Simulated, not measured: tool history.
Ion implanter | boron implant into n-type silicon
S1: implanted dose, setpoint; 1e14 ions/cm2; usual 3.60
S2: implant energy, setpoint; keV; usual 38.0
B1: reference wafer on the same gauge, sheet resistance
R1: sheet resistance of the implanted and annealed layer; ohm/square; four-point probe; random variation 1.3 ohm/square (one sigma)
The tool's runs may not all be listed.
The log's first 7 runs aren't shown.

| run | hour | S1 | S2 | B1 | R1 |
|---|---|---|---|---|---|
| 8 | 569.1 | 3.60 | 47.0 | 277.90 | 261.08 |
| 9 | 745.7 | 3.60 | 38.0 | 278.14 | 267.84 |
| 10 | 788.2 | 3.60 | 38.0 | 278.24 | 266.71 |
|  | 809.5 | gauge calibrated |
| 11 | 820.5 | 3.60 | 38.0 | 278.00 | 263.26 |
| 12 | 870.4 | 3.60 | 38.0 | 278.05 | 265.12 |
| 13 | 916.5 | 3.84 | 38.0 | 277.88 | 253.31 |
| 14 | 942.4 | 3.60 | 38.0 | 277.53 | 265.74 |
| 15 | 970.2 | 3.60 | 34.0 | 278.04 | 267.88 |
| 16 | 1101.3 | 2.71 | 38.0 | 278.17 | 329.58 |
| 17 | 1154.4 | 3.60 | 38.0 | 277.76 | 266.03 |
| 18 | 1192.4 | 3.20 | 38.0 | 277.65 | 287.69 |
| 19 | 1262.7 | 4.67 | 34.0 | 277.88 | 214.92 |
| 20 | 1322.7 | 3.31 | 44.5 | 277.64 | 276.22 |
| 21 | 1369.3 | 3.60 | 38.0 | 278.03 | 262.86 |
| 22 | 1418.4 | 3.11 | 46.5 | 278.04 | 286.47 |
| 23 | 1489.5 | 3.60 | 38.0 | 277.94 | 258.25 |

Run 24 comes next. What will it give?
| 24 | 1520.4 | 2.68 | 45.0 | ? | ? |

Run 24 gave B1 278.01, R1 317.48 ohm/square.
Without the tool's hidden state the same run would have given R1 325.69 ohm/square.
